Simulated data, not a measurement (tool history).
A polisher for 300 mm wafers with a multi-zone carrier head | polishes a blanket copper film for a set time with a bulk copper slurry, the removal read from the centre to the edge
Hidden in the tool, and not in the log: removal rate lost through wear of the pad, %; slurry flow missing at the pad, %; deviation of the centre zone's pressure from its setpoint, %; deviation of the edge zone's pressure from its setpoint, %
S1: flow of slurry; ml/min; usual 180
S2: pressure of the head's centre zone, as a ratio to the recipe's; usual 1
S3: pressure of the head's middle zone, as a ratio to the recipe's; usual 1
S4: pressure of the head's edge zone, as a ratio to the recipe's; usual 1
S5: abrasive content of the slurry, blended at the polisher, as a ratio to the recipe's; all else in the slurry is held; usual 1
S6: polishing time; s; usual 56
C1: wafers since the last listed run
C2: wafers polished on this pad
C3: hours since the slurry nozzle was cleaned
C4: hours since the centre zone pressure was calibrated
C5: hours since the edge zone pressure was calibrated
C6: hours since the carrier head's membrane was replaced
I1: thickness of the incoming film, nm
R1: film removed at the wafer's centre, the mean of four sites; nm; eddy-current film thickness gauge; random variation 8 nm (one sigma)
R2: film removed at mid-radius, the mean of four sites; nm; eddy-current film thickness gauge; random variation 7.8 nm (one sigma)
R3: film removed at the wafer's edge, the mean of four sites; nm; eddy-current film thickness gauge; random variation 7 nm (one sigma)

run,hour,S1,S2,S3,S4,S5,S6,C1,C2,C3,C4,C5,C6,I1,R1,R2,R3
1,0,180,1,1,1,1,56,0,263,128.4,622.4,158.3,847.3,4806.8,554,537,556.6
2,18.9,140,1,1.03,1,1,56,224,487,147.3,641.3,177.2,866.2,4689.6,498.4,534.6,514.6
3,33.8,180,1,1,1,1,56,176,664,162.2,656.2,192.1,881.1,4774.4,544.3,549.8,546.6
4,59.3,180,1,1,1,1,56,302,967,187.7,681.7,217.6,906.6,4801.8,528,536.4,541.4
5,79.4,180,1,1,1,1,56,238,1205,207.8,701.8,237.7,926.7,4863.9,520,537,530.2
6,95.6,180,1,1,0.96,1,56,192,1397,224,718,253.9,942.9,4774.7,519.3,541,523.4
# hour 106.5: worn pad replaced by a new one
7,108.3,180,1,1,0.96,1,56,103,20,236.7,730.7,266.6,955.6,4869,514.7,534.4,536.5
8,139.9,180,1,1,1.06,1,56,375,396,268.3,762.3,298.2,987.2,4695.7,515.9,533.9,526.2
9,162,180,1,1,1.06,1,56,262,658,290.4,784.4,320.3,1009.3,4800.3,506.1,535.9,531.9
10,193,180,1,1,1.06,1,56,368,1026,321.4,815.4,351.3,1040.3,4779.7,491.5,510,523.4
11,210.2,180,1,1,1,1,56,204,1230,338.6,832.6,368.5,1057.5,4769.5,484.1,509.6,519
# hour 226.7: worn pad replaced by a new one
# hour 228.1: edge zone pressure recalibrated
# hour 240.4: carrier head's membrane replaced by a new one
12,242.7,180,1,1,1,1,56,261,113,371.1,865.1,14.6,2.3,4811.7,477.6,486.1,494.2
# hour 251.3: slurry nozzle cleaned
13,269.5,180,1,1,0.96,1,56,306,419,18.2,891.9,41.4,29.1,4792.4,552,558.4,542.7
14,292.3,180,1,1.04,1,1,63,270,690,41,914.7,64.2,51.9,4784.2,602.9,659.5,616.6
# hour 326.2: worn pad replaced by a new one
15,326.7,180,1,1,1,1,56,360,6,75.4,949.1,98.6,86.3,4808.8,537.1,555.4,542.9
16,343.3,180,1,1,1,1,56,197,203,92,965.7,115.2,102.9,4680.5,525,564.8,551.5
# hour 377.2: centre zone pressure recalibrated
17,377.7,180,1,1,0.96,0.9,56,384,587,126.4,0.5,149.6,137.3,4781.4,513.4,530.9,518.1
# hour 433.5: worn pad replaced by a new one
18,470.9,210,0.92,1,1,1.2,56,1058,444,219.6,93.7,242.8,230.5,4823.5,514.7,609.3,593.9
19,502.3,180,0.88,1,1.05,1.25,56,372,817,251,125.1,274.2,261.9,4773.4,487.8,579.7,574.9
20,530.1,180,1.05,0.9,1,1,56,330,1147,278.8,152.9,302,289.7,4812.5,524.3,491,524.1
# hour 538.9: worn pad replaced by a new one
21,564.6,155,1,0.96,1.04,1.25,56,362,305,313.3,187.4,336.5,324.2,4687.9,507.3,517.6,550.5

The next listed run, before its measurement:
22,578.2,180,1.06,1,1,0.85,44,161,466,326.9,201,350.1,337.8,4744.4,?,?,?

R1: 375.1 nm
R2: 375 nm
R3: 384.2 nm
Without the tool's hidden state the same run would have given R1 416.9 nm, R2 411.6 nm, R3 410.4 nm.
